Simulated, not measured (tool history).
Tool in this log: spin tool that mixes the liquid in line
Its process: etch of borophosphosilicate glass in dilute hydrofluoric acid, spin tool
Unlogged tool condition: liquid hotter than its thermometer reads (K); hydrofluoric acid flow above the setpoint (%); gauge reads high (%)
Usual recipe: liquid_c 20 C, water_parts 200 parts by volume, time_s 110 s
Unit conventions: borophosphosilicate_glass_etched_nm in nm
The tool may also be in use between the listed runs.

run	hour	liquid_c	water_parts	time_s	wafers since the last listed run	hours since the thermometer was replaced	hours since the hydrofluoric acid flow meter was replaced	hours since the gauge calibration	read-back film thickness of the borophosphosilicate glass reference wafer, read on the same gauge (nm)	borophosphosilicate_glass_etched_nm
1	0	20	200	150	0	1793.5	150.2	48.8	40.02	42.02
2	8.1	20	200	150	57	1801.6	158.3	56.9	40.01	41.22
3	20.5	20	200	110	87	1814	170.7	69.3	40.01	30.2
4	29	20	200	85	60	1822.5	179.2	77.8	40.01	23.44
5	38.3	20	270	110	65	1831.8	188.5	87.1	40.02	21.21
6	48.8	20	270	110	74	1842.3	199	97.6	40	21.07
7	57	20	270	110	58	1850.5	207.2	105.8	39.98	21
8	73.6	23	200	110	117	1867.1	223.8	122.4	40.01	34.29
9	82.7	23	200	110	64	1876.2	232.9	131.5	40.03	34.81
10	97.1	23	200	110	102	1890.6	247.3	145.9	40.03	34.41
11	108	20	200	110	77	1901.5	258.2	156.8	40	30.65
12	121	20	200	110	92	1914.5	271.2	169.8	40.01	30.97
13	135.5	20	200	110	102	1929	285.7	184.3	40	30.44
14	149.2	20	200	110	97	1942.7	299.4	198	39.97	31.17
# hour 154: thermometer replaced
15	164.5	17	235	50	101	10.5	314.7	213.3	40	10.1
# hour 176.5: gauge calibrated
16	180.2	20	200	110	111	26.2	330.4	3.7	39.97	30.79
17	198	22.5	200	110	126	44	348.2	21.5	40.02	33.6
18	208.9	25	200	110	77	54.9	359.1	32.4	39.99	37.23
19	220.4	20	200	155	81	66.4	370.6	43.9	40.01	43.6
20	229.5	20	200	110	64	75.5	379.7	53	39.99	30.48
# hour 257: hydrofluoric acid flow meter replaced
21	277.8	22.5	200	110	335	123.8	20.8	101.3	40.02	33.51

Run 22, settings as shown, results not yet in. Your forecast:
22	286	21.5	200	90	58	132	29	109.5	?	?

Run 22 came out at read-back film thickness of the borophosphosilicate glass reference wafer, read on the same gauge (nm) 39.97, borophosphosilicate_glass_etched_nm 26.34 nm.
Without the tool's hidden state the same run would have given borophosphosilicate_glass_etched_nm 26.34 nm.
